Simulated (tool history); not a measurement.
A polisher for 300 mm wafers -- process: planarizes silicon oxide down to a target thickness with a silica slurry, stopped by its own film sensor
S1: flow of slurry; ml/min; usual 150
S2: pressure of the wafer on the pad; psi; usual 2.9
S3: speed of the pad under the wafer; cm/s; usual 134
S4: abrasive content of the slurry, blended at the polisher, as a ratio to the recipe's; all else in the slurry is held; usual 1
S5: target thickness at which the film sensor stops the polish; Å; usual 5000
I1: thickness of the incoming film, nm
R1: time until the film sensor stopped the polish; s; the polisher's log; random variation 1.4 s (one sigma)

Run 1, day 0: usual settings; I1 746.2. Result: R1 86.7 s.
At day 1.767: slurry nozzle cleaned.
Run 2, day 1.979: usual settings; I1 748.5. Result: R1 86.8 s.
Run 3, day 4.133: usual settings; I1 746.9. Result: R1 86.5 s.
At day 5.342: slurry blender recalibrated.
At day 5.592: worn pad replaced by a new one.
Run 4, day 6.925: usual settings; I1 740.7. Result: R1 83.4 s.
Run 5, day 8.783: usual settings; I1 755. Result: R1 88 s.
At day 13.229: worn pad replaced by a new one.
Run 6, day 13.712: usual settings but S3 170 cm/s; I1 751.5. Result: R1 71.6 s.
At day 14.471: head pressure recalibrated.
Run 7, day 15.367: usual settings but S3 170 cm/s; I1 751.5. Result: R1 81.8 s.
At day 17.179: conditioning disc replaced and pad reconditioned.
Run 8, day 20.729: usual settings but S3 170 cm/s; I1 744.9. Result: R1 77 s.
At day 21.317: slurry blender recalibrated.
Run 9, day 21.875: usual settings; I1 757.2. Result: R1 93.2 s.
At day 22.7: worn pad replaced by a new one.
Run 10, day 23.392: usual settings; I1 746.2. Result: R1 87.9 s.
Run 11, day 26.062: usual settings but S3 94 cm/s; I1 738.2. Result: R1 112.1 s.
Run 12, day 28.329: usual settings but S1 180 ml/min, S2 3.3 psi, S4 1.3; I1 754.1. Result: R1 73.5 s.
Run 13, day 30.733: usual settings; I1 746.3. Result: R1 89.5 s.
At day 32.333: worn pad replaced by a new one.
Run 14, day 32.354: usual settings; I1 753.5. Result: R1 91.4 s.
At day 33.042: conditioning disc replaced and pad reconditioned.
Run 15, day 33.554: usual settings but S2 2.5 psi, S3 152 cm/s, S4 1.15, S5 4280 Å; I1 761.7. Result: R1 121.2 s.
At day 34.246: slurry blender recalibrated.
At day 34.983: slurry nozzle cleaned.
Run 16, day 35.912: usual settings but S1 105 ml/min, S2 2.6 psi; I1 756.6. Result: R1 110.7 s.
Run 17, day 38.562: usual settings; I1 739.4. Result: R1 83.9 s.
Run 18, day 40.662: usual settings but S2 2.3 psi, S4 1.3; I1 742.7. Result: R1 98.9 s.
At day 41.138: worn pad replaced by a new one.
Run 19, day 42.421: usual settings but S1 120 ml/min, S2 2.5 psi, S3 180 cm/s, S5 5320 Å; I1 745. Result: R1 74.3 s.
Run 20, day 44.629: usual settings; I1 750. Result: R1 89 s.

For each run, what was the tool's unlogged condition?
removal rate lost through wear of the pad, %: 0 on each run
slurry flow missing at the pad, %: 0 on each run
abrasive missing from the slurry, %: 0 on each run
time polished since the conditioner stopped cutting, s: 0 on each run
H1: deviation of the head's pressure from its setpoint, %
run      H1
  1    6.49
  2     6.9
  3    7.36
  4    7.95
  5    8.34
  6    9.38
  7  -0.379
  8   0.751
  9   0.993
 10    1.31
 11    1.88
 12    2.35
 13    2.86
 14     3.2
 15    3.45
 16    3.95
 17    4.51
 18    4.95
 19    5.32
 20    5.79
